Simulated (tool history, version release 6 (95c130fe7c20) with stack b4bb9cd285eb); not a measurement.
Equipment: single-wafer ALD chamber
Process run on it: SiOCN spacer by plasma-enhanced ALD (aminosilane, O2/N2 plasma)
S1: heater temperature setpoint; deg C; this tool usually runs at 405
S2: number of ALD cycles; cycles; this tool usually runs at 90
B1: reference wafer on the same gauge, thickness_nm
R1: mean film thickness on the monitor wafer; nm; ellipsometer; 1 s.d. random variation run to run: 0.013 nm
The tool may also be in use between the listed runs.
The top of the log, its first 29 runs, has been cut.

run,day,S1,S2,B1,R1
30,15.429,391,76,5.247,4.363
31,15.958,405,90,5.251,5.081
32,16.488,416,107,5.250,5.874
# day 17.000: gauge calibrated
33,17.075,398,106,5.253,6.079
34,17.812,409,98,5.248,5.477
35,18.204,419,76,5.250,4.134
36,18.892,405,98,5.249,5.550
37,19.433,405,81,5.251,4.597
38,20.096,419,81,5.251,4.422
39,20.750,394,73,5.251,4.205

Here are 3 independent what-if runs from the current tool condition. What would each one return?
A,20.775,405,83,?,?
B,20.775,417,74,?,?
C,20.775,411,76,?,?

run,B1,R1
A,5.250,4.697
B,5.250,4.053
C,5.250,4.232
With the hidden condition removed and each run's random variation left untouched, the same runs would have given:
run,R1
A,4.697
B,4.053
C,4.232
